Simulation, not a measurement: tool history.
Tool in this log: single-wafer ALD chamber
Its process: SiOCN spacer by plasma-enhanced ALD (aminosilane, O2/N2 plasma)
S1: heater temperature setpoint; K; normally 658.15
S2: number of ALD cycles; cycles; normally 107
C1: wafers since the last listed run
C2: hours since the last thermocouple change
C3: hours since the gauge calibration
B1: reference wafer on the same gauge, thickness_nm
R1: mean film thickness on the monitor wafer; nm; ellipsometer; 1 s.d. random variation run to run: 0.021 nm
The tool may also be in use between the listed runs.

{"run": 1, "hour": 0.0, "S1": 658.15, "S2": 107, "C1": 0, "C2": 1453.2, "C3": 584.1, "B1": 5.36, "R1": 6.134}
{"run": 2, "hour": 68.6, "S1": 658.15, "S2": 107, "C1": 111, "C2": 1521.8, "C3": 652.7, "B1": 5.355, "R1": 6.188}
{"run": 3, "hour": 149.7, "S1": 658.15, "S2": 107, "C1": 132, "C2": 1602.9, "C3": 733.8, "B1": 5.342, "R1": 6.155}
{"run": 4, "hour": 227.0, "S1": 658.15, "S2": 107, "C1": 126, "C2": 1680.2, "C3": 811.1, "B1": 5.337, "R1": 6.137}
{"run": 5, "hour": 291.6, "S1": 658.15, "S2": 107, "C1": 105, "C2": 1744.8, "C3": 875.7, "B1": 5.339, "R1": 6.158}
{"run": 6, "hour": 339.9, "S1": 658.15, "S2": 107, "C1": 78, "C2": 1793.1, "C3": 924.0, "B1": 5.335, "R1": 6.155}
{"run": 7, "hour": 381.5, "S1": 667.15, "S2": 92, "C1": 67, "C2": 1834.7, "C3": 965.6, "B1": 5.333, "R1": 5.276}
{"run": 8, "hour": 422.4, "S1": 667.15, "S2": 92, "C1": 66, "C2": 1875.6, "C3": 1006.5, "B1": 5.333, "R1": 5.262}
{"run": 9, "hour": 505.9, "S1": 658.15, "S2": 107, "C1": 136, "C2": 1959.1, "C3": 1090.0, "B1": 5.32, "R1": 6.164}
{"run": 10, "hour": 552.4, "S1": 658.15, "S2": 107, "C1": 75, "C2": 2005.6, "C3": 1136.5, "B1": 5.326, "R1": 6.122}
{"run": 11, "hour": 657.9, "S1": 658.15, "S2": 107, "C1": 171, "C2": 2111.1, "C3": 1242.0, "B1": 5.321, "R1": 6.122}
{"run": 12, "hour": 736.6, "S1": 673.15, "S2": 89, "C1": 128, "C2": 2189.8, "C3": 1320.7, "B1": 5.318, "R1": 5.069}
{"run": 13, "hour": 834.4, "S1": 658.15, "S2": 107, "C1": 159, "C2": 2287.6, "C3": 1418.5, "B1": 5.316, "R1": 6.109}
{"run": 14, "hour": 932.1, "S1": 645.15, "S2": 107, "C1": 159, "C2": 2385.3, "C3": 1516.2, "B1": 5.311, "R1": 6.146}
{"run": 15, "hour": 988.1, "S1": 658.15, "S2": 92, "C1": 91, "C2": 2441.3, "C3": 1572.2, "B1": 5.314, "R1": 5.256}
{"run": 16, "hour": 1082.8, "S1": 669.15, "S2": 107, "C1": 154, "C2": 2536.0, "C3": 1666.9, "B1": 5.312, "R1": 6.11}
{"hour": 1096.5, "done": "gauge calibrated"}
{"run": 17, "hour": 1170.1, "S1": 652.15, "S2": 117, "C1": 142, "C2": 2623.3, "C3": 73.6, "B1": 5.441, "R1": 6.867}
{"hour": 1334.7, "done": "thermocouple changed; heater temperature recalibrated"}
{"run": 18, "hour": 1421.7, "S1": 649.15, "S2": 120, "C1": 397, "C2": 87.0, "C3": 325.2, "B1": 5.383, "R1": 6.964}
{"run": 19, "hour": 1504.5, "S1": 665.15, "S2": 121, "C1": 134, "C2": 169.8, "C3": 408.0, "B1": 5.369, "R1": 6.979}
{"run": 20, "hour": 1594.4, "S1": 646.15, "S2": 107, "C1": 146, "C2": 259.7, "C3": 497.9, "B1": 5.352, "R1": 6.143}
{"run": 21, "hour": 1651.1, "S1": 658.15, "S2": 107, "C1": 92, "C2": 316.4, "C3": 554.6, "B1": 5.347, "R1": 6.171}
{"run": 22, "hour": 1710.3, "S1": 663.15, "S2": 118, "C1": 96, "C2": 375.6, "C3": 613.8, "B1": 5.343, "R1": 6.788}
{"run": 23, "hour": 1787.9, "S1": 651.15, "S2": 107, "C1": 126, "C2": 453.2, "C3": 691.4, "B1": 5.332, "R1": 6.14}

5 options for the next run, each taken on its own from the tool as it stands now. Forecast them:
{"run": "A", "hour": 1788.5, "S1": 658.15, "S2": 118, "C1": 0, "C2": 453.8, "C3": 692.0, "B1": "?", "R1": "?"}
{"run": "B", "hour": 1788.5, "S1": 646.15, "S2": 101, "C1": 0, "C2": 453.8, "C3": 692.0, "B1": "?", "R1": "?"}
{"run": "C", "hour": 1788.5, "S1": 658.15, "S2": 117, "C1": 0, "C2": 453.8, "C3": 692.0, "B1": "?", "R1": "?"}
{"run": "D", "hour": 1788.5, "S1": 658.15, "S2": 94, "C1": 0, "C2": 453.8, "C3": 692.0, "B1": "?", "R1": "?"}
{"run": "E", "hour": 1788.5, "S1": 658.15, "S2": 97, "C1": 0, "C2": 453.8, "C3": 692.0, "B1": "?", "R1": "?"}

run=A B1=5.334 R1=6.788
run=B B1=5.334 R1=5.810
run=C B1=5.334 R1=6.730
run=D B1=5.334 R1=5.407
run=E B1=5.334 R1=5.580
Stripped of hidden state, with their random variation kept, the same runs would have yielded:
run=A R1=6.976
run=B R1=5.971
run=C R1=6.917
run=D R1=5.557
run=E R1=5.734
